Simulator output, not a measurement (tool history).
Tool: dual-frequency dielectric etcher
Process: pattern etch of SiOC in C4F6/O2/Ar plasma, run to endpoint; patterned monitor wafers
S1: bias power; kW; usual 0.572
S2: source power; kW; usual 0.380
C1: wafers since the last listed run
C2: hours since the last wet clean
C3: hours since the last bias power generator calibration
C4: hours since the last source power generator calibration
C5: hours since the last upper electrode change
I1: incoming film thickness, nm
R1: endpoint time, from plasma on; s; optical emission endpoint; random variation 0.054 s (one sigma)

| run | hour | S1 | S2 | C1 | C2 | C3 | C4 | C5 | I1 | R1 |
|---|---|---|---|---|---|---|---|---|---|---|
| 1 | 0.0 | 0.572 | 0.380 | 0 | 230.3 | 2812.3 | 3817.7 | 3623.2 | 51.4 | 18.2 |
| 2 | 53.0 | 0.572 | 0.380 | 851 | 283.3 | 2865.3 | 3870.7 | 3676.2 | 51.7 | 18.4 |
| 3 | 81.4 | 0.671 | 0.440 | 456 | 311.7 | 2893.7 | 3899.1 | 3704.6 | 52.1 | 16.0 |
| 4 | 148.5 | 0.671 | 0.440 | 1077 | 378.8 | 2960.8 | 3966.2 | 3771.7 | 51.5 | 15.9 |
| 5 | 188.6 | 0.572 | 0.380 | 644 | 418.9 | 3000.9 | 4006.3 | 3811.8 | 51.6 | 18.4 |
| 6 | 245.5 | 0.512 | 0.400 | 913 | 475.8 | 3057.8 | 4063.2 | 3868.7 | 52.1 | 19.4 |
| 7 | 304.9 | 0.512 | 0.400 | 954 | 535.2 | 3117.2 | 4122.6 | 3928.1 | 51.6 | 19.3 |
|  | 335.9 | wet clean of the chamber |
| 8 | 357.6 | 0.670 | 0.350 | 461 | 21.7 | 3169.9 | 4175.3 | 3980.8 | 51.4 | 17.2 |
| 9 | 390.7 | 0.670 | 0.350 | 531 | 54.8 | 3203.0 | 4208.4 | 4013.9 | 51.6 | 17.2 |
| 10 | 442.4 | 0.572 | 0.380 | 830 | 106.5 | 3254.7 | 4260.1 | 4065.6 | 51.6 | 18.2 |
| 11 | 466.8 | 0.572 | 0.380 | 391 | 130.9 | 3279.1 | 4284.5 | 4090.0 | 52.0 | 18.3 |
| 12 | 505.0 | 0.501 | 0.380 | 613 | 169.1 | 3317.3 | 4322.7 | 4128.2 | 51.6 | 19.6 |
|  | 522.4 | bias power generator calibrated |
|  | 546.3 | source power generator calibrated |
| 13 | 562.7 | 0.694 | 0.330 | 798 | 226.8 | 40.3 | 16.4 | 4185.9 | 51.7 | 17.4 |
| 14 | 616.1 | 0.668 | 0.450 | 857 | 280.2 | 93.7 | 69.8 | 4239.3 | 51.4 | 15.7 |
|  | 682.6 | upper electrode replaced |
| 15 | 683.1 | 0.467 | 0.340 | 690 | 347.2 | 160.7 | 136.8 | 0.5 | 51.6 | 21.5 |
| 16 | 699.0 | 0.572 | 0.480 | 255 | 363.1 | 176.6 | 152.7 | 16.4 | 52.0 | 16.8 |
| 17 | 738.5 | 0.526 | 0.380 | 634 | 402.6 | 216.1 | 192.2 | 55.9 | 51.7 | 19.3 |
|  | 834.9 | wet clean of the chamber |
| 18 | 945.5 | 0.694 | 0.340 | 2939 | 110.6 | 423.1 | 399.2 | 262.9 | 51.5 | 17.2 |
| 19 | 981.8 | 0.572 | 0.380 | 583 | 146.9 | 459.4 | 435.5 | 299.2 | 51.9 | 18.4 |
| 20 | 1028.1 | 0.572 | 0.380 | 743 | 193.2 | 505.7 | 481.8 | 345.5 | 51.9 | 18.3 |
| 21 | 1073.3 | 0.572 | 0.380 | 726 | 238.4 | 550.9 | 527.0 | 390.7 | 51.5 | 18.1 |
| 22 | 1140.2 | 0.458 | 0.410 | 1074 | 305.3 | 617.8 | 593.9 | 457.6 | 51.7 | 20.1 |

Measured less the same run without the tool's hidden state. The same run-to-run variation is in both; the gauge's scatter may not be:
The hidden state here: etch rate over this chamber's usual, %; bias power that arrives over what is set, %; source power that arrives over what is set, %.
| run | R1 |
|---|---|
| 1 | +0.1 |
| 2 | +0.1 |
| 3 | +0.2 |
| 4 | +0.2 |
| 5 | +0.2 |
| 6 | +0.3 |
| 7 | +0.4 |
| 8 | +0.0 |
| 9 | +0.0 |
| 10 | +0.1 |
| 11 | +0.1 |
| 12 | +0.1 |
| 13 | +0.1 |
| 14 | +0.2 |
| 15 | +0.2 |
| 16 | +0.2 |
| 17 | +0.3 |
| 18 | +0.1 |
| 19 | +0.1 |
| 20 | +0.1 |
| 21 | +0.1 |
| 22 | +0.2 |
